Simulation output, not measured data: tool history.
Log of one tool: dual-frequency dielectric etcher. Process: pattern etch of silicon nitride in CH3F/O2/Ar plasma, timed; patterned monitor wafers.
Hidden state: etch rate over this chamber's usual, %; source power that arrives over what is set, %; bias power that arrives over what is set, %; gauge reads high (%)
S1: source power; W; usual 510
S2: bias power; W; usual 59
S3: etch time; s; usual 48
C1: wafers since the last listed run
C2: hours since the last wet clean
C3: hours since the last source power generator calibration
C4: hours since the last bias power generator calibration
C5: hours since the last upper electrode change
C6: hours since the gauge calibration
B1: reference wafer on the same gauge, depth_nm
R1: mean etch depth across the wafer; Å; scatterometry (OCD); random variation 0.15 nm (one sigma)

run	day	S1	S2	S3	C1	C2	C3	C4	C5	C6	B1	R1
1	0	510	59	48	0	138.5	3767.5	1831.9	1051.7	136.4	34.48	346
2	1.988	510	59	48	836	186.2	3815.2	1879.6	1099.4	184.1	34.47	342.8
3	4.271	510	59	48	960	241	3870	1934.4	1154.2	238.9	34.49	345.3
4	6.121	510	59	48	778	285.4	3914.4	1978.8	1198.6	283.3	34.48	341.9
5	8.954	510	59	48	1192	353.4	3982.4	2046.8	1266.6	351.3	34.5	340.1
6	12.817	610	59	48	1625	446.1	4075.1	2139.5	1359.3	444	34.53	360.3
7	17.221	510	66	48	1853	551.8	4180.8	2245.2	1465	549.7	34.53	354
# day 20.9: wet clean of the chamber
8	20.921	510	66	48	1136	0.5	4269.6	2334	1553.8	638.5	34.51	361
9	23.375	510	66	48	1032	59.4	4328.5	2392.9	1612.7	697.4	34.54	363.3
# day 26.275: source power generator calibrated
# day 27.279: bias power generator calibrated
10	34.492	510	59	48	4537	326.2	197.2	173.1	1879.5	964.2	34.49	331.6
11	36.154	510	59	48	699	366.1	237.1	213	1919.4	1004.1	34.53	332
12	38.4	510	59	48	944	420	291	266.9	1973.3	1058	34.48	332.2
13	41.229	510	65	42	1190	487.9	358.9	334.8	2041.2	1125.9	34.46	304.4
# day 45.95: upper electrode replaced
14	45.971	510	59	48	1574	601.7	472.7	448.6	0.5	1239.7	34.52	327.8
# day 46.754: gauge calibrated
# day 48.2: wet clean of the chamber
15	49.654	510	59	48	1129	34.9	561.1	537	88.9	69.6	34.5	352.4
16	51.738	620	53	41.5	876	84.9	611.1	587	138.9	119.6	34.46	302.8

Run 17 comes next. What will it give?
17	53.688	470	48	48	820	131.7	657.9	633.8	185.7	166.4	?	?

Run 17 gave B1 34.45, R1 303.1 Å.
Without the tool's hidden state the same run would have given R1 304.5 Å.

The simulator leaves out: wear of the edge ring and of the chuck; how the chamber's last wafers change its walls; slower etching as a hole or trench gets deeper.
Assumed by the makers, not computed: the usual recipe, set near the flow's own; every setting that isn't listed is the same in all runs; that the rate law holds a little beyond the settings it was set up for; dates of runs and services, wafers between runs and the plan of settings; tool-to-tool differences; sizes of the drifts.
